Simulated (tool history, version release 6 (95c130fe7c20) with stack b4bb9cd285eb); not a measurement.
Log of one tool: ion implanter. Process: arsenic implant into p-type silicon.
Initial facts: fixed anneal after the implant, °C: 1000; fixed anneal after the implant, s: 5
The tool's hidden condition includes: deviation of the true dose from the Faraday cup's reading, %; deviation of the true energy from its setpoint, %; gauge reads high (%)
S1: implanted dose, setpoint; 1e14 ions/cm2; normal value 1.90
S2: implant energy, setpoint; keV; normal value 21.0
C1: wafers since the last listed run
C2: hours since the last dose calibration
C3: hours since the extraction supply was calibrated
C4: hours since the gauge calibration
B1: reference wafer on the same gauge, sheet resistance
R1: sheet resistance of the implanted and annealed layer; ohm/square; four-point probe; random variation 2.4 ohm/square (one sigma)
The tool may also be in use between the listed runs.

run     day    S1    S2    C1     C2      C3     C4      B1      R1
  1   0.000  1.90  25.5     0  429.7  1250.2  538.6  346.43  408.98
  2   3.133  1.90  25.5  1402  504.9  1325.4  613.8  345.11  411.63
  3   5.638  1.90  21.0  1121  565.0  1385.5  673.9  344.59  420.32
      6.104  -- gauge calibrated
  4   7.229  1.90  21.0   712  603.2  1423.7   27.0  354.31  439.06
  5   9.304  2.25  27.0   929  653.0  1473.5   76.8  353.50  370.43
  6  13.388  2.25  27.0  1828  751.0  1571.5  174.8  352.50  371.00
  7  17.550  1.90  21.0  1863  850.9  1671.4  274.7  350.97  430.54
  8  19.862  1.90  21.0  1035  906.4  1726.9  330.2  349.94  426.94
     20.200  -- Faraday cup replaced and dose calibrated
  9  23.154  1.90  21.0  1324   70.9  1805.9  409.2  349.05  424.47
 10  26.108  1.90  21.0  1322  141.8  1876.8  480.1  348.19  431.35
 11  29.433  2.29  18.5  1488  221.6  1956.6  559.9  346.88  376.94
 12  31.550  2.22  18.5   947  272.4  2007.4  610.7  345.78  384.24
 13  34.088  2.11  24.5  1136  333.3  2068.3  671.6  345.39  384.72
 14  37.233  2.10  21.0  1408  408.8  2143.8  747.1  344.47  397.45
     38.446  -- gauge calibrated
     39.512  -- extraction supply calibrated
 15  41.575  1.53  18.5  1794  513.0    49.5   75.1  352.10  518.03

Forecast run 16:
 16  45.104  1.45  18.0  1580  597.7  134.2  159.8   ?   ?

Run 16 came out at B1 351.35, R1 535.72 ohm/square.
Had the tool carried no hidden state, the very same run would have given R1 539.93 ohm/square.

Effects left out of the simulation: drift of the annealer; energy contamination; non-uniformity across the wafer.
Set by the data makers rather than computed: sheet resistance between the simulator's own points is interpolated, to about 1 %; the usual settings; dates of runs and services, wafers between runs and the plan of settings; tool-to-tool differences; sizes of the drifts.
